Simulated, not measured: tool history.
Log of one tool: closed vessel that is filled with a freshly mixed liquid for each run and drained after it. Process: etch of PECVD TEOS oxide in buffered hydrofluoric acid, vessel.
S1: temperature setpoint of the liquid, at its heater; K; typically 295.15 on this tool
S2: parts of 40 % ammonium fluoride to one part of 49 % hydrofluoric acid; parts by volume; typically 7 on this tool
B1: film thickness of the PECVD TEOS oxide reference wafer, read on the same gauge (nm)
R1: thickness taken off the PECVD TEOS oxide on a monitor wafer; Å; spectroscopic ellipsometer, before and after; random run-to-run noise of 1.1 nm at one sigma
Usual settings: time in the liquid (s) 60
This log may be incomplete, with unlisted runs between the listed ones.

{"run": 1, "hour": 0.0, "S1": 295.15, "S2": 7, "time in the liquid (s)": 60, "B1": 99.99, "R1": 1345.9}
{"run": 2, "hour": 17.5, "S1": 295.15, "S2": 7, "time in the liquid (s)": 60, "B1": 100.01, "R1": 1336.9}
{"run": 3, "hour": 36.6, "S1": 295.15, "S2": 7, "time in the liquid (s)": 60, "B1": 99.99, "R1": 1348.2}
{"run": 4, "hour": 66.9, "S1": 294.15, "S2": 7, "time in the liquid (s)": 60, "B1": 99.99, "R1": 1279.1}
{"run": 5, "hour": 100.2, "S1": 295.15, "S2": 7, "time in the liquid (s)": 75, "B1": 100, "R1": 1688}
{"run": 6, "hour": 116.1, "S1": 295.15, "S2": 7, "time in the liquid (s)": 75, "B1": 100.01, "R1": 1681.4}
{"run": 7, "hour": 128.3, "S1": 295.15, "S2": 7, "time in the liquid (s)": 60, "B1": 100.02, "R1": 1329}
{"run": 8, "hour": 152.0, "S1": 295.15, "S2": 7, "time in the liquid (s)": 60, "B1": 100.02, "R1": 1340.4}
{"run": 9, "hour": 183.1, "S1": 295.15, "S2": 7, "time in the liquid (s)": 60, "B1": 99.98, "R1": 1360.7}
{"run": 10, "hour": 198.3, "S1": 293.15, "S2": 7, "time in the liquid (s)": 60, "B1": 99.98, "R1": 1186.8}
{"hour": 215.7, "done": "hydrofluoric acid flow meter replaced"}
{"run": 11, "hour": 225.1, "S1": 293.15, "S2": 7, "time in the liquid (s)": 60, "B1": 100.01, "R1": 1333}
{"run": 12, "hour": 238.5, "S1": 295.15, "S2": 7, "time in the liquid (s)": 60, "B1": 100.01, "R1": 1481.5}
{"run": 13, "hour": 258.2, "S1": 296.65, "S2": 7, "time in the liquid (s)": 80, "B1": 100.04, "R1": 2189.9}
{"run": 14, "hour": 293.2, "S1": 295.15, "S2": 7, "time in the liquid (s)": 60, "B1": 100.02, "R1": 1494.2}
{"run": 15, "hour": 323.7, "S1": 295.15, "S2": 7, "time in the liquid (s)": 60, "B1": 99.99, "R1": 1472.9}
{"hour": 340.3, "done": "gauge calibrated"}
{"run": 16, "hour": 347.4, "S1": 298.15, "S2": 5, "time in the liquid (s)": 35, "B1": 100.02, "R1": 1378.1}
{"run": 17, "hour": 361.8, "S1": 293.15, "S2": 8.5, "time in the liquid (s)": 90, "B1": 99.99, "R1": 1634.9}
{"hour": 379.1, "done": "thermometer replaced"}
{"run": 18, "hour": 381.8, "S1": 290.15, "S2": 5, "time in the liquid (s)": 60, "B1": 99.97, "R1": 1415.2}
{"run": 19, "hour": 399.2, "S1": 295.15, "S2": 8, "time in the liquid (s)": 60, "B1": 100, "R1": 1225.5}
{"run": 20, "hour": 429.6, "S1": 292.15, "S2": 8.5, "time in the liquid (s)": 35, "B1": 100, "R1": 567.1}
{"run": 21, "hour": 455.4, "S1": 295.15, "S2": 7, "time in the liquid (s)": 30, "B1": 99.98, "R1": 707.2}
{"run": 22, "hour": 471.5, "S1": 297.15, "S2": 5, "time in the liquid (s)": 85, "B1": 99.99, "R1": 3000}
{"run": 23, "hour": 505.6, "S1": 299.15, "S2": 9.5, "time in the liquid (s)": 75, "B1": 100.01, "R1": 1640.7}
{"run": 24, "hour": 525.1, "S1": 295.15, "S2": 9.5, "time in the liquid (s)": 60, "B1": 100, "R1": 1051.6}
{"run": 25, "hour": 538.7, "S1": 295.15, "S2": 5, "time in the liquid (s)": 85, "B1": 99.98, "R1": 2675.7}
{"run": 26, "hour": 559.3, "S1": 292.15, "S2": 9.5, "time in the liquid (s)": 75, "B1": 100, "R1": 1100.6}
{"run": 27, "hour": 637.7, "S1": 295.15, "S2": 7, "time in the liquid (s)": 60, "B1": 100.01, "R1": 1405.1}
{"run": 28, "hour": 671.4, "S1": 298.15, "S2": 7, "time in the liquid (s)": 50, "B1": 99.98, "R1": 1383.9}
{"run": 29, "hour": 695.4, "S1": 295.15, "S2": 5.5, "time in the liquid (s)": 45, "B1": 100.03, "R1": 1297.6}
{"run": 30, "hour": 717.5, "S1": 298.65, "S2": 5.5, "time in the liquid (s)": 80, "B1": 100.04, "R1": 2818.2}
{"run": 31, "hour": 737.2, "S1": 295.15, "S2": 7, "time in the liquid (s)": 40, "B1": 100, "R1": 934.7}
{"run": 32, "hour": 768.5, "S1": 298.65, "S2": 10, "time in the liquid (s)": 30, "B1": 100, "R1": 613.4}
{"run": 33, "hour": 796.1, "S1": 295.15, "S2": 7, "time in the liquid (s)": 60, "B1": 100.02, "R1": 1410.6}

Alternative continuations, all from the tool just after run 33; predict every row:
{"run": "A", "hour": 796.8, "S1": 293.65, "S2": 7, "time in the liquid (s)": 60, "B1": "?", "R1": "?"}
{"run": "B", "hour": 796.8, "S1": 295.15, "S2": 7, "time in the liquid (s)": 50, "B1": "?", "R1": "?"}
{"run": "C", "hour": 796.8, "S1": 295.15, "S2": 5, "time in the liquid (s)": 60, "B1": "?", "R1": "?"}
{"run": "D", "hour": 796.8, "S1": 296.65, "S2": 7, "time in the liquid (s)": 60, "B1": "?", "R1": "?"}

run=A B1=100.01 R1=1298.3
run=B B1=100.01 R1=1175.4
run=C B1=100.01 R1=1896
run=D B1=100.01 R1=1531.1
Stripped of hidden state, with their random variation kept, the same runs would have yielded:
run=A R1=1305.7
run=B R1=1182.4
run=C R1=1892.4
run=D R1=1540.7
